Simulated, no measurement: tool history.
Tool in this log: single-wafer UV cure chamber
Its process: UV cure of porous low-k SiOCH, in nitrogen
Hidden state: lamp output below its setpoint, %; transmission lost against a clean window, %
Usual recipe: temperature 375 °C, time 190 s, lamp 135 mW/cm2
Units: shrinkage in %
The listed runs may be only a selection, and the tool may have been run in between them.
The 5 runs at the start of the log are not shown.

run	day	temperature	time	lamp	wafers since the last listed run	hours since the UV bulbs were replaced	wafers since the quartz window was cleaned	shrinkage
6	2.842	375	190	135	78	2783.6	570	14.413
7	3.525	375	190	135	86	2800	656	14.202
8	3.954	375	190	135	54	2810.3	710	14.129
9	4.35	375	190	135	49	2819.8	760	13.978
10	4.904	375	190	135	69	2833.1	830	13.85
11	5.204	375	190	135	37	2840.3	868	14.194
12	5.638	375	190	135	54	2850.7	922	14.148
13	6.029	375	190	135	49	2860.1	972	13.844
# day 6.408: UV bulbs replaced
14	6.521	375	190	135	19	2.7	992	14.023
15	6.946	375	190	164	53	12.9	1045	14.831
16	7.471	365	190	135	66	25.5	1111	13.475
17	7.962	388	190	98	61	37.3	1173	12.049
# day 8.538: quartz window cleaned
18	8.558	391	190	135	33	51.6	2	15.276
19	8.696	375	250	122	17	54.9	19	15.64
20	9.012	375	190	135	39	62.5	59	14.693
21	9.329	375	190	135	39	70.1	99	14.761
22	10.038	386	100	156	89	87.1	188	12.339
23	10.579	367	145	135	68	100.1	257	13.125
24	11.275	375	190	149	87	116.8	344	15.482
25	11.592	375	115	135	39	124.4	384	11.99
26	12.046	368	125	107	57	135.3	442	10.854
27	12.425	375	190	135	47	144.4	489	14.797
28	12.708	388	190	98	35	151.2	525	13.206
29	13.279	386	105	135	71	164.9	597	11.315
30	13.904	375	190	168	78	179.9	676	15.647

Alternative continuations, all from the tool just after run 30; predict every row:
A	13.925	375	85	135	2	180.4	678	?
B	13.925	392	190	171	2	180.4	678	?
C	13.925	384	145	171	2	180.4	678	?
D	13.925	394	90	153	2	180.4	678	?

run	shrinkage
A	10.285
B	16.515
C	14.762
D	11.69
Take away the tool's hidden state, keep each run's random variation, and the runs would have read:
run	shrinkage
A	10.73
B	17.002
C	15.237
D	12.145
